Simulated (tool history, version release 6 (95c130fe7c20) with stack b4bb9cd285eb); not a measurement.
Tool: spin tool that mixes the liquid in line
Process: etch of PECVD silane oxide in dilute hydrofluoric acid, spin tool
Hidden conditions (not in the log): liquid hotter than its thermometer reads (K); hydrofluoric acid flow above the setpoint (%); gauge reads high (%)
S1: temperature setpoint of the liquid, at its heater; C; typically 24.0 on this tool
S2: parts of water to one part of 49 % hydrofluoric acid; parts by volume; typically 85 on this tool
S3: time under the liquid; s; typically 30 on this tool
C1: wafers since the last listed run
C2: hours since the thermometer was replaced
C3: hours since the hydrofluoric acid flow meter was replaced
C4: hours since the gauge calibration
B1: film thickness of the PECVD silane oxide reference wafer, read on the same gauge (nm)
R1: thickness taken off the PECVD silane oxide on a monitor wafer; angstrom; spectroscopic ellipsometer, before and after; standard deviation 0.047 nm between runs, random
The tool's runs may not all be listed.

run,hour,S1,S2,S3,C1,C2,C3,C4,B1,R1
1,0.0,24.0,95,15,0,231.8,362.7,90.4,120.03,68.6
2,107.0,24.0,85,30,1087,338.8,469.7,197.4,120.02,157.3
3,189.2,24.0,85,30,835,421.0,551.9,279.6,119.99,156.2
4,239.6,24.0,85,30,512,471.4,602.3,330.0,120.00,156.9
5,290.4,24.0,85,30,516,522.2,653.1,380.8,120.04,157.1
6,355.6,24.0,85,30,662,587.4,718.3,446.0,119.98,157.1
7,407.7,24.0,85,30,529,639.5,770.4,498.1,119.93,158.2
8,478.5,24.0,85,30,719,710.3,841.2,568.9,119.98,157.5
# hour 534.8: gauge calibrated
9,571.0,22.5,85,30,939,802.8,933.7,36.2,120.04,148.6
10,624.5,24.0,110,30,543,856.3,987.2,89.7,120.04,118.8
11,674.5,24.0,85,30,508,906.3,1037.2,139.7,120.00,159.1
12,718.6,24.0,85,35,448,950.4,1081.3,183.8,120.05,186.4
13,760.9,28.5,85,45,429,992.7,1123.6,226.1,119.98,286.2
14,858.9,24.0,55,50,995,1090.7,1221.6,324.1,119.97,428.3
# hour 930.7: hydrofluoric acid flow meter replaced
# hour 999.3: thermometer replaced
15,1169.5,24.0,85,30,3135,170.2,238.8,634.7,119.98,155.1
16,1213.5,20.0,85,30,447,214.2,282.8,678.7,120.03,131.5
# hour 1244.3: gauge calibrated
17,1271.4,21.0,75,50,588,272.1,340.7,27.1,120.06,261.0

Predict each of these 5 candidate next runs independently; none follows another, all start after run 17:
A,1271.8,29.0,85,30,4,272.5,341.1,27.5,?,?
B,1271.8,27.5,110,40,4,272.5,341.1,27.5,?,?
C,1271.8,27.5,55,30,4,272.5,341.1,27.5,?,?
D,1271.8,24.0,45,30,4,272.5,341.1,27.5,?,?
E,1271.8,24.0,55,30,4,272.5,341.1,27.5,?,?

run,B1,R1
A,119.97,188.4
B,119.97,177.2
C,119.97,286.6
D,119.97,308.1
E,119.97,248.8
Take away the tool's hidden state, keep each run's random variation, and the runs would have read:
run,R1
A,186.1
B,175.0
C,283.1
D,304.4
E,245.8

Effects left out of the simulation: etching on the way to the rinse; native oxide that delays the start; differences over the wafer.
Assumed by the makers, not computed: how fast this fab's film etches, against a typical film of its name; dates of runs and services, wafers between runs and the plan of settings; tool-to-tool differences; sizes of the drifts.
